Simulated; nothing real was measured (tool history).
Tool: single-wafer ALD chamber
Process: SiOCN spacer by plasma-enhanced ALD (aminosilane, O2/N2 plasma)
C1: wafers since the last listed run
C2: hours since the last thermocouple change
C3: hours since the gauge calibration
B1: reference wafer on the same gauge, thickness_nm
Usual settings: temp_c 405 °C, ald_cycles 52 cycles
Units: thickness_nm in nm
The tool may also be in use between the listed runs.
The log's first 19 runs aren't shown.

run 20 hour=242.9 | temp_c=397 ald_cycles=49 | C1=81 C2=2573.2 C3=322.9 | B1=3.048 | thickness_nm=3.562
run 21 hour=259.8 | temp_c=391 ald_cycles=44 | C1=89 C2=2590.1 C3=339.8 | B1=3.052 | thickness_nm=3.182
run 22 hour=276.5 | temp_c=405 ald_cycles=52 | C1=88 C2=2606.8 C3=356.5 | B1=3.054 | thickness_nm=3.732
run 23 hour=290.5 | temp_c=398 ald_cycles=62 | C1=74 C2=2620.8 C3=370.5 | B1=3.058 | thickness_nm=4.511
-- hour=316.1 gauge calibrated
-- hour=333.8 thermocouple changed; heater temperature recalibrated
run 24 hour=342.0 | temp_c=405 ald_cycles=52 | C1=230 C2=8.2 C3=25.9 | B1=3.013 | thickness_nm=3.677
run 25 hour=359.5 | temp_c=400 ald_cycles=55 | C1=92 C2=25.7 C3=43.4 | B1=3.013 | thickness_nm=3.954
run 26 hour=366.3 | temp_c=393 ald_cycles=52 | C1=36 C2=32.5 C3=50.2 | B1=3.012 | thickness_nm=3.726
run 27 hour=382.7 | temp_c=405 ald_cycles=52 | C1=86 C2=48.9 C3=66.6 | B1=3.014 | thickness_nm=3.690
run 28 hour=395.0 | temp_c=417 ald_cycles=52 | C1=65 C2=61.2 C3=78.9 | B1=3.013 | thickness_nm=3.550
run 29 hour=411.2 | temp_c=412 ald_cycles=61 | C1=85 C2=77.4 C3=95.1 | B1=3.013 | thickness_nm=4.233
run 30 hour=426.9 | temp_c=399 ald_cycles=58 | C1=83 C2=93.1 C3=110.8 | B1=3.016 | thickness_nm=4.174
run 31 hour=434.7 | temp_c=405 ald_cycles=57 | C1=41 C2=100.9 C3=118.6 | B1=3.017 | thickness_nm=4.047
run 32 hour=445.6 | temp_c=410 ald_cycles=43 | C1=57 C2=111.8 C3=129.5 | B1=3.017 | thickness_nm=3.000
run 33 hour=478.3 | temp_c=405 ald_cycles=52 | C1=173 C2=144.5 C3=162.2 | B1=3.019 | thickness_nm=3.670
run 34 hour=492.5 | temp_c=390 ald_cycles=46 | C1=75 C2=158.7 C3=176.4 | B1=3.021 | thickness_nm=3.308

Forecast each of these 4 alternatives for the next run:
run A hour=493.0 | temp_c=405 ald_cycles=52 | C1=2 C2=159.2 C3=176.9 | B1=? | thickness_nm=?
run B hour=493.0 | temp_c=393 ald_cycles=46 | C1=2 C2=159.2 C3=176.9 | B1=? | thickness_nm=?
run C hour=493.0 | temp_c=399 ald_cycles=57 | C1=2 C2=159.2 C3=176.9 | B1=? | thickness_nm=?
run D hour=493.0 | temp_c=398 ald_cycles=52 | C1=2 C2=159.2 C3=176.9 | B1=? | thickness_nm=?

run=A B1=3.023 thickness_nm=3.675
run=B B1=3.023 thickness_nm=3.300
run=C B1=3.023 thickness_nm=4.089
run=D B1=3.023 thickness_nm=3.731
Without the tool's hidden state the same runs would have given:
run=A thickness_nm=3.661
run=B thickness_nm=3.288
run=C thickness_nm=4.074
run=D thickness_nm=3.717
